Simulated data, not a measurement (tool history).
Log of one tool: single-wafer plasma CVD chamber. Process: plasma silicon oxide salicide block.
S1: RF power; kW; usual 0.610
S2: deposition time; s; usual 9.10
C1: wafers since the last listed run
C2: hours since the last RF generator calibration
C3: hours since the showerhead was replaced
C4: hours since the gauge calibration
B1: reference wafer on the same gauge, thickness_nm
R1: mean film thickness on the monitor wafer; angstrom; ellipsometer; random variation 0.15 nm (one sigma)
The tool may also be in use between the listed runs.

run 1 hour=0.0 | S1=0.610 S2=9.10 | C1=0 C2=1294.8 C3=4687.3 C4=77.8 | B1=113.972 | R1=1011.03
run 2 hour=16.3 | S1=0.610 S2=9.10 | C1=240 C2=1311.1 C3=4703.6 C4=94.1 | B1=113.977 | R1=1013.60
run 3 hour=32.9 | S1=0.610 S2=7.66 | C1=244 C2=1327.7 C3=4720.2 C4=110.7 | B1=114.055 | R1=853.68
run 4 hour=39.2 | S1=0.525 S2=9.63 | C1=92 C2=1334.0 C3=4726.5 C4=117.0 | B1=113.974 | R1=1015.14
run 5 hour=48.8 | S1=0.525 S2=9.63 | C1=141 C2=1343.6 C3=4736.1 C4=126.6 | B1=113.960 | R1=1011.92
-- hour=56.8 showerhead replaced
-- hour=58.5 gauge calibrated
-- hour=64.2 RF generator calibrated
run 6 hour=64.7 | S1=0.525 S2=9.63 | C1=8 C2=0.5 C3=7.9 C4=6.2 | B1=114.035 | R1=1014.81
run 7 hour=73.7 | S1=0.610 S2=9.10 | C1=132 C2=9.5 C3=16.9 C4=15.2 | B1=114.004 | R1=1011.14
run 8 hour=90.4 | S1=0.560 S2=9.83 | C1=245 C2=26.2 C3=33.6 C4=31.9 | B1=113.987 | R1=1061.11
run 9 hour=106.9 | S1=0.610 S2=9.10 | C1=243 C2=42.7 C3=50.1 C4=48.4 | B1=113.985 | R1=1010.97
run 10 hour=124.7 | S1=0.685 S2=7.76 | C1=262 C2=60.5 C3=67.9 C4=66.2 | B1=114.022 | R1=899.22
run 11 hour=130.9 | S1=0.610 S2=9.93 | C1=91 C2=66.7 C3=74.1 C4=72.4 | B1=113.968 | R1=1105.90
run 12 hour=139.0 | S1=0.525 S2=9.95 | C1=119 C2=74.8 C3=82.2 C4=80.5 | B1=113.971 | R1=1047.67
run 13 hour=156.1 | S1=0.610 S2=8.55 | C1=251 C2=91.9 C3=99.3 C4=97.6 | B1=114.026 | R1=951.14
run 14 hour=162.4 | S1=0.670 S2=9.10 | C1=92 C2=98.2 C3=105.6 C4=103.9 | B1=113.961 | R1=1048.61

Hidden state at the last listed run before each entry between runs and at the first one after, where it differs:
Between runs 5 and 6: showerhead replaced (hour 56.8); gauge calibrated (hour 58.5); RF generator calibrated (hour 64.2)
  no hidden state differs between the two runs

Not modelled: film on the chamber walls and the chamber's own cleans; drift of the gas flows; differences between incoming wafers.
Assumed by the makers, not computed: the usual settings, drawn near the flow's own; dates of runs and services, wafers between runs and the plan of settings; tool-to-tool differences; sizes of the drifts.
